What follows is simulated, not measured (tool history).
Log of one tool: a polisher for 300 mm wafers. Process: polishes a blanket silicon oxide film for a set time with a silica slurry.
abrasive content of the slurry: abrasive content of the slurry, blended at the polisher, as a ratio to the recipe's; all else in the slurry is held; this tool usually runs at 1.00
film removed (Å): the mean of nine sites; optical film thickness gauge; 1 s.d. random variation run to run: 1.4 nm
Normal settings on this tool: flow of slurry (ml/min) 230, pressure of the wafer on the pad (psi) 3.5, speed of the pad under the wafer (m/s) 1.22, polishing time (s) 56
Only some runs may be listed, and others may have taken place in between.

| run | day | flow of slurry (ml/min) | pressure of the wafer on the pad (psi) | speed of the pad under the wafer (m/s) | abrasive content of the slurry | polishing time (s) | wafers since the last listed run | wafers polished on this pad | hours since the slurry nozzle was cleaned | hours since the head pressure was calibrated | hours since the slurry blender was calibrated | hours since the conditioning disc was replaced | incoming thickness of the incoming film, nm | film removed (Å) |
|---|---|---|---|---|---|---|---|---|---|---|---|---|---|---|
| 1 | 0.000 | 230 | 3.5 | 1.22 | 1.00 | 56 | 0 | 951 | 333.6 | 785.1 | 244.5 | 537.7 | 1046.5 | 1446 |
|  | 1.071 | conditioning disc replaced and pad reconditioned |
| 2 | 1.788 | 230 | 3.5 | 1.22 | 1.00 | 56 | 201 | 1152 | 376.5 | 828.0 | 287.4 | 17.2 | 1027.7 | 1443 |
| 3 | 3.162 | 230 | 3.5 | 1.22 | 1.00 | 56 | 162 | 1315 | 409.5 | 861.0 | 320.4 | 50.2 | 1035.4 | 1417 |
| 4 | 4.358 | 230 | 3.5 | 1.22 | 1.00 | 56 | 141 | 1456 | 438.2 | 889.7 | 349.1 | 78.9 | 1044.4 | 1395 |
|  | 4.575 | head pressure recalibrated |
| 5 | 5.912 | 230 | 4.4 | 1.60 | 1.00 | 56 | 173 | 1630 | 475.5 | 32.1 | 386.4 | 116.2 | 1041.4 | 2020 |
|  | 7.554 | slurry nozzle cleaned |
| 6 | 8.412 | 200 | 3.5 | 1.22 | 1.00 | 68 | 290 | 1921 | 20.6 | 92.1 | 446.4 | 176.2 | 1054.8 | 1668 |
|  | 9.962 | worn pad replaced by a new one |
|  | 10.358 | slurry blender recalibrated |
| 7 | 11.071 | 230 | 3.5 | 1.22 | 1.20 | 56 | 284 | 121 | 84.4 | 155.9 | 17.1 | 240.0 | 1039.7 | 1604 |
| 8 | 16.367 | 205 | 2.3 | 1.22 | 1.00 | 76 | 626 | 747 | 211.5 | 283.0 | 144.2 | 367.1 | 1034.9 | 1420 |
| 9 | 19.121 | 230 | 3.0 | 1.22 | 1.00 | 56 | 325 | 1073 | 277.6 | 349.1 | 210.3 | 433.2 | 1031.6 | 1276 |
| 10 | 21.333 | 230 | 3.5 | 0.90 | 1.10 | 56 | 261 | 1334 | 330.7 | 402.2 | 263.4 | 486.3 | 1035.2 | 1265 |
| 11 | 23.025 | 230 | 3.5 | 0.94 | 1.00 | 56 | 200 | 1534 | 371.3 | 442.8 | 304.0 | 526.9 | 1061.7 | 1235 |
| 12 | 24.496 | 265 | 4.6 | 1.02 | 1.00 | 48 | 173 | 1708 | 406.6 | 478.1 | 339.3 | 562.2 | 1045.0 | 1420 |
| 13 | 26.075 | 230 | 2.3 | 1.22 | 1.00 | 56 | 186 | 1895 | 444.5 | 516.0 | 377.2 | 600.1 | 1028.5 | 1031 |
|  | 26.325 | conditioning disc replaced and pad reconditioned |
|  | 27.625 | slurry blender recalibrated |
| 14 | 28.971 | 230 | 3.5 | 1.22 | 1.00 | 56 | 322 | 2218 | 514.0 | 585.5 | 32.3 | 63.5 | 1029.0 | 1484 |
|  | 30.058 | slurry nozzle cleaned |
| 15 | 30.262 | 230 | 2.9 | 1.22 | 0.85 | 56 | 147 | 2366 | 4.9 | 616.5 | 63.3 | 94.5 | 1043.1 | 1143 |
|  | 31.321 | worn pad replaced by a new one |
| 16 | 32.725 | 180 | 3.5 | 1.22 | 1.00 | 56 | 271 | 166 | 64.0 | 675.6 | 122.4 | 153.6 | 1036.3 | 1397 |
| 17 | 35.492 | 230 | 3.5 | 1.22 | 1.00 | 56 | 327 | 493 | 130.4 | 742.0 | 188.8 | 220.0 | 1044.0 | 1436 |
|  | 38.838 | head pressure recalibrated |
| 18 | 41.971 | 230 | 3.5 | 1.22 | 1.00 | 56 | 756 | 1249 | 285.9 | 75.2 | 344.3 | 375.5 | 1036.2 | 1429 |

For run 19, what comes out?
| 19 | 43.767 | 230 | 3.5 | 1.22 | 1.15 | 39 | 212 | 1462 | 329.0 | 118.3 | 387.4 | 418.6 | 1034.2 | ? |

film removed (Å): 1073
Were there no unlogged condition in the tool, this run, its random variation unchanged, would have produced film removed (Å) 1115.
